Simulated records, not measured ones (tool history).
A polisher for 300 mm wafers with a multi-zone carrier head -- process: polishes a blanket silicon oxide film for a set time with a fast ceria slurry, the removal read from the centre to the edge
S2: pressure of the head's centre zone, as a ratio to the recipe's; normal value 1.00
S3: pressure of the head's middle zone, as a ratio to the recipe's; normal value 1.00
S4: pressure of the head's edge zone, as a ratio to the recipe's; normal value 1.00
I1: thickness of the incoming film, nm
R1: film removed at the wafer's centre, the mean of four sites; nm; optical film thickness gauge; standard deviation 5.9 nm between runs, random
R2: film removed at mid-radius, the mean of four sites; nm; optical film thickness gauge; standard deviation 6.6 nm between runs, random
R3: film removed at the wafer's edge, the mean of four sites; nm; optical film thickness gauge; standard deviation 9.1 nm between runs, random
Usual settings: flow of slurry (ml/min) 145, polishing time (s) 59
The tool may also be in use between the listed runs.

{"run": 1, "hour": 0.0, "flow of slurry (ml/min)": 145, "S2": 1.0, "S3": 1.0, "S4": 1.0, "polishing time (s)": 59, "I1": 3377.4, "R1": 648.3, "R2": 648.3, "R3": 660.2}
{"run": 2, "hour": 63.8, "flow of slurry (ml/min)": 180, "S2": 0.92, "S3": 1.0, "S4": 1.11, "polishing time (s)": 59, "I1": 3371.4, "R1": 613.4, "R2": 670.1, "R3": 702.9}
{"run": 3, "hour": 96.5, "flow of slurry (ml/min)": 145, "S2": 1.0, "S3": 1.0, "S4": 1.04, "polishing time (s)": 59, "I1": 3383.0, "R1": 646.5, "R2": 635.6, "R3": 663.2}
{"run": 4, "hour": 146.2, "flow of slurry (ml/min)": 120, "S2": 1.0, "S3": 1.0, "S4": 1.0, "polishing time (s)": 59, "I1": 3385.5, "R1": 592.2, "R2": 607.4, "R3": 621.5}
{"run": 5, "hour": 215.0, "flow of slurry (ml/min)": 145, "S2": 1.0, "S3": 1.0, "S4": 1.0, "polishing time (s)": 59, "I1": 3337.3, "R1": 635.5, "R2": 636.5, "R3": 640.9}
{"run": 6, "hour": 259.7, "flow of slurry (ml/min)": 145, "S2": 1.0, "S3": 1.0, "S4": 0.97, "polishing time (s)": 59, "I1": 3340.6, "R1": 613.8, "R2": 629.2, "R3": 641.6}
{"run": 7, "hour": 317.0, "flow of slurry (ml/min)": 100, "S2": 1.0, "S3": 0.97, "S4": 1.0, "polishing time (s)": 59, "I1": 3321.8, "R1": 552.2, "R2": 568.0, "R3": 603.7}
{"run": 8, "hour": 367.2, "flow of slurry (ml/min)": 125, "S2": 0.96, "S3": 1.0, "S4": 1.0, "polishing time (s)": 59, "I1": 3359.8, "R1": 614.9, "R2": 667.3, "R3": 692.9}
{"run": 9, "hour": 391.6, "flow of slurry (ml/min)": 145, "S2": 1.04, "S3": 0.96, "S4": 1.0, "polishing time (s)": 59, "I1": 3317.2, "R1": 676.3, "R2": 671.8, "R3": 710.5}
{"run": 10, "hour": 457.9, "flow of slurry (ml/min)": 145, "S2": 1.0, "S3": 0.94, "S4": 1.0, "polishing time (s)": 59, "I1": 3334.4, "R1": 638.6, "R2": 632.5, "R3": 677.3}
{"run": 11, "hour": 507.0, "flow of slurry (ml/min)": 145, "S2": 1.09, "S3": 0.9, "S4": 1.11, "polishing time (s)": 51, "I1": 3307.9, "R1": 630.0, "R2": 526.7, "R3": 600.9}
{"run": 12, "hour": 532.7, "flow of slurry (ml/min)": 145, "S2": 1.07, "S3": 1.09, "S4": 0.93, "polishing time (s)": 78, "I1": 3299.1, "R1": 941.0, "R2": 901.0, "R3": 838.5}
{"run": 13, "hour": 561.7, "flow of slurry (ml/min)": 185, "S2": 1.07, "S3": 0.95, "S4": 1.0, "polishing time (s)": 77, "I1": 3379.7, "R1": 956.8, "R2": 840.8, "R3": 877.9}
{"run": 14, "hour": 631.1, "flow of slurry (ml/min)": 145, "S2": 1.0, "S3": 1.0, "S4": 1.05, "polishing time (s)": 59, "I1": 3305.4, "R1": 649.9, "R2": 635.4, "R3": 670.3}
{"run": 15, "hour": 702.5, "flow of slurry (ml/min)": 145, "S2": 1.0, "S3": 1.0, "S4": 0.98, "polishing time (s)": 59, "I1": 3356.1, "R1": 639.7, "R2": 639.2, "R3": 637.5}
{"run": 16, "hour": 740.0, "flow of slurry (ml/min)": 145, "S2": 1.0, "S3": 1.0, "S4": 1.0, "polishing time (s)": 59, "I1": 3349.3, "R1": 637.6, "R2": 634.4, "R3": 656.6}
{"run": 17, "hour": 783.0, "flow of slurry (ml/min)": 145, "S2": 1.0, "S3": 1.0, "S4": 1.0, "polishing time (s)": 59, "I1": 3311.8, "R1": 651.6, "R2": 624.4, "R3": 642.1}
{"run": 18, "hour": 853.4, "flow of slurry (ml/min)": 145, "S2": 0.92, "S3": 1.0, "S4": 0.89, "polishing time (s)": 59, "I1": 3274.2, "R1": 652.0, "R2": 701.5, "R3": 678.5}
{"run": 19, "hour": 916.5, "flow of slurry (ml/min)": 125, "S2": 0.96, "S3": 1.0, "S4": 1.0, "polishing time (s)": 59, "I1": 3265.1, "R1": 625.8, "R2": 653.1, "R3": 673.4}
{"run": 20, "hour": 982.2, "flow of slurry (ml/min)": 195, "S2": 0.96, "S3": 1.11, "S4": 1.0, "polishing time (s)": 74, "I1": 3357.7, "R1": 868.3, "R2": 920.2, "R3": 878.7}
{"run": 21, "hour": 1037.4, "flow of slurry (ml/min)": 145, "S2": 1.08, "S3": 1.0, "S4": 1.0, "polishing time (s)": 42, "I1": 3375.3, "R1": 502.3, "R2": 459.3, "R3": 466.9}
{"run": 22, "hour": 1081.1, "flow of slurry (ml/min)": 145, "S2": 1.0, "S3": 1.0, "S4": 1.0, "polishing time (s)": 59, "I1": 3325.6, "R1": 661.8, "R2": 653.7, "R3": 655.1}
{"run": 23, "hour": 1151.0, "flow of slurry (ml/min)": 145, "S2": 1.0, "S3": 1.0, "S4": 1.0, "polishing time (s)": 41, "I1": 3321.3, "R1": 441.5, "R2": 442.9, "R3": 463.1}

The log once held 7 entries between its listed runs, left out of this copy. Where does each go, and what is different about the tool's unlogged condition between the listed run before it and the listed run after it?
Between runs 5 and 6: slurry nozzle cleaned (hour 229.6)
  removal rate lost through wear of the pad, %: 11.1 -> 11.3; deviation of the centre zone's pressure from its setpoint, %: -2.96 -> -3.29
  what was measured, less what the result would be without the hidden state, R1: -101.0 -> -101.7 nm; R2: -79.1 -> -79.7 nm; R3: -79.7 -> -81.5 nm
Between runs 7 and 8: worn pad replaced by a new one (hour 324.2)
  removal rate lost through wear of the pad, %: 11.5 -> 3.88; deviation of the centre zone's pressure from its setpoint, %: -3.74 -> -4.15
  what was measured, less what the result would be without the hidden state, R1: -95.9 -> -52.8 nm; R2: -73.5 -> -26.7 nm; R3: -78.1 -> -27.9 nm
Between runs 10 and 11: centre zone pressure recalibrated (hour 462.5)
  removal rate lost through wear of the pad, %: 7.47 -> 8.73; deviation of the centre zone's pressure from its setpoint, %: -4.93 -> 0.427
  what was measured, less what the result would be without the hidden state, R1: -87.7 -> -57.3 nm; R2: -50.9 -> -50.3 nm; R3: -54.7 -> -57.5 nm
Between runs 15 and 16: slurry nozzle cleaned (hour 727.6)
  removal rate lost through wear of the pad, %: 11.2 -> 11.4; deviation of the centre zone's pressure from its setpoint, %: 0.219 -> 0.146
  what was measured, less what the result would be without the hidden state, R1: -79.2 -> -81.3 nm; R2: -80.8 -> -81.9 nm; R3: -80.5 -> -84.7 nm
Between runs 17 and 18: worn pad replaced by a new one (hour 844.0)
  removal rate lost through wear of the pad, %: 11.6 -> 1.66; deviation of the centre zone's pressure from its setpoint, %: 0.0501 -> -0.137
  what was measured, less what the result would be without the hidden state, R1: -85.3 -> -12.0 nm; R2: -82.2 -> -11.8 nm; R3: -84.5 -> -11.4 nm
Between runs 21 and 22: edge zone pressure recalibrated (hour 1064.2)
  removal rate lost through wear of the pad, %: 8.67 -> 9.45; deviation of the centre zone's pressure from its setpoint, %: -0.803 -> -0.998
  what was measured, less what the result would be without the hidden state, R1: -52.1 -> -76.5 nm; R2: -43.6 -> -68.2 nm; R3: -44.3 -> -68.4 nm
Between runs 22 and 23: slurry nozzle cleaned (hour 1142.3)
  removal rate lost through wear of the pad, %: 9.45 -> 10.3; deviation of the centre zone's pressure from its setpoint, %: -0.998 -> -1.34
  what was measured, less what the result would be without the hidden state, R1: -76.5 -> -57.7 nm; R2: -68.2 -> -51.0 nm; R3: -68.4 -> -53.4 nm
